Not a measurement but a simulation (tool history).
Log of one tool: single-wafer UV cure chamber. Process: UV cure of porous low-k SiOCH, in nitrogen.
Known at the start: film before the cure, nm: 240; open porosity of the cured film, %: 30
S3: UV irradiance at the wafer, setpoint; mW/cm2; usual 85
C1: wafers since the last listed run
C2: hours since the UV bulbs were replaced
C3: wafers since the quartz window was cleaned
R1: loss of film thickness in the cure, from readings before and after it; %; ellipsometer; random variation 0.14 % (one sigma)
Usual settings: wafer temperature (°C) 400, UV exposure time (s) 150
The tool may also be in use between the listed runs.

{"run": 1, "hour": 0.0, "wafer temperature (°C)": 400, "UV exposure time (s)": 150, "S3": 85, "C1": 0, "C2": 2980.6, "C3": 2191, "R1": 11.902}
{"run": 2, "hour": 34.6, "wafer temperature (°C)": 400, "UV exposure time (s)": 150, "S3": 85, "C1": 242, "C2": 3015.2, "C3": 2433, "R1": 11.504}
{"run": 3, "hour": 44.0, "wafer temperature (°C)": 400, "UV exposure time (s)": 150, "S3": 85, "C1": 65, "C2": 3024.6, "C3": 2499, "R1": 11.609}
{"run": 4, "hour": 53.8, "wafer temperature (°C)": 400, "UV exposure time (s)": 150, "S3": 85, "C1": 68, "C2": 3034.4, "C3": 2568, "R1": 11.638}
{"run": 5, "hour": 61.4, "wafer temperature (°C)": 400, "UV exposure time (s)": 150, "S3": 85, "C1": 53, "C2": 3042.0, "C3": 2621, "R1": 11.729}
{"run": 6, "hour": 76.5, "wafer temperature (°C)": 391, "UV exposure time (s)": 185, "S3": 85, "C1": 105, "C2": 3057.1, "C3": 2726, "R1": 12.618}
{"run": 7, "hour": 85.4, "wafer temperature (°C)": 391, "UV exposure time (s)": 185, "S3": 85, "C1": 62, "C2": 3066.0, "C3": 2789, "R1": 12.516}
{"run": 8, "hour": 92.1, "wafer temperature (°C)": 391, "UV exposure time (s)": 185, "S3": 85, "C1": 46, "C2": 3072.7, "C3": 2836, "R1": 12.707}
{"hour": 110.8, "done": "UV bulbs replaced"}
{"run": 9, "hour": 111.3, "wafer temperature (°C)": 400, "UV exposure time (s)": 170, "S3": 110, "C1": 78, "C2": 0.5, "C3": 2914, "R1": 13.631}
{"run": 10, "hour": 111.7, "wafer temperature (°C)": 400, "UV exposure time (s)": 150, "S3": 85, "C1": 2, "C2": 0.9, "C3": 2917, "R1": 11.544}
{"run": 11, "hour": 123.8, "wafer temperature (°C)": 400, "UV exposure time (s)": 150, "S3": 85, "C1": 84, "C2": 13.0, "C3": 3001, "R1": 11.566}
{"run": 12, "hour": 139.8, "wafer temperature (°C)": 400, "UV exposure time (s)": 150, "S3": 85, "C1": 111, "C2": 29.0, "C3": 3113, "R1": 11.709}
{"run": 13, "hour": 163.3, "wafer temperature (°C)": 400, "UV exposure time (s)": 150, "S3": 85, "C1": 164, "C2": 52.5, "C3": 3278, "R1": 11.625}
{"run": 14, "hour": 171.4, "wafer temperature (°C)": 400, "UV exposure time (s)": 230, "S3": 50, "C1": 56, "C2": 60.6, "C3": 3334, "R1": 11.467}
{"run": 15, "hour": 179.5, "wafer temperature (°C)": 400, "UV exposure time (s)": 150, "S3": 66, "C1": 56, "C2": 68.7, "C3": 3391, "R1": 10.346}
{"run": 16, "hour": 187.1, "wafer temperature (°C)": 400, "UV exposure time (s)": 150, "S3": 85, "C1": 53, "C2": 76.3, "C3": 3444, "R1": 11.711}
{"hour": 199.2, "done": "quartz window cleaned"}
{"run": 17, "hour": 199.7, "wafer temperature (°C)": 415, "UV exposure time (s)": 195, "S3": 61, "C1": 32, "C2": 88.9, "C3": 3, "R1": 11.405}
{"run": 18, "hour": 206.7, "wafer temperature (°C)": 387, "UV exposure time (s)": 65, "S3": 118, "C1": 48, "C2": 95.9, "C3": 52, "R1": 8.826}
{"run": 19, "hour": 213.6, "wafer temperature (°C)": 407, "UV exposure time (s)": 150, "S3": 85, "C1": 48, "C2": 102.8, "C3": 101, "R1": 11.769}
{"run": 20, "hour": 231.3, "wafer temperature (°C)": 389, "UV exposure time (s)": 85, "S3": 85, "C1": 123, "C2": 120.5, "C3": 224, "R1": 8.703}
{"run": 21, "hour": 281.9, "wafer temperature (°C)": 390, "UV exposure time (s)": 235, "S3": 85, "C1": 353, "C2": 171.1, "C3": 578, "R1": 13.482}
{"run": 22, "hour": 296.2, "wafer temperature (°C)": 382, "UV exposure time (s)": 150, "S3": 85, "C1": 100, "C2": 185.4, "C3": 678, "R1": 11.398}
{"run": 23, "hour": 304.2, "wafer temperature (°C)": 400, "UV exposure time (s)": 150, "S3": 85, "C1": 55, "C2": 193.4, "C3": 734, "R1": 11.871}
{"run": 24, "hour": 319.5, "wafer temperature (°C)": 387, "UV exposure time (s)": 115, "S3": 52, "C1": 107, "C2": 208.7, "C3": 841, "R1": 7.772}
{"run": 25, "hour": 326.5, "wafer temperature (°C)": 400, "UV exposure time (s)": 85, "S3": 98, "C1": 48, "C2": 215.7, "C3": 890, "R1": 9.869}
{"run": 26, "hour": 333.8, "wafer temperature (°C)": 409, "UV exposure time (s)": 110, "S3": 65, "C1": 51, "C2": 223.0, "C3": 941, "R1": 9.041}
{"run": 27, "hour": 343.7, "wafer temperature (°C)": 414, "UV exposure time (s)": 150, "S3": 85, "C1": 69, "C2": 232.9, "C3": 1011, "R1": 11.955}

How the hidden state differs across the entries between the runs, from the last listed run before each to the first after it:
Between runs 8 and 9: UV bulbs replaced (hour 110.8)
  no hidden state differs between the two runs
Between runs 16 and 17: quartz window cleaned (hour 199.2)
  no hidden state differs between the two runs

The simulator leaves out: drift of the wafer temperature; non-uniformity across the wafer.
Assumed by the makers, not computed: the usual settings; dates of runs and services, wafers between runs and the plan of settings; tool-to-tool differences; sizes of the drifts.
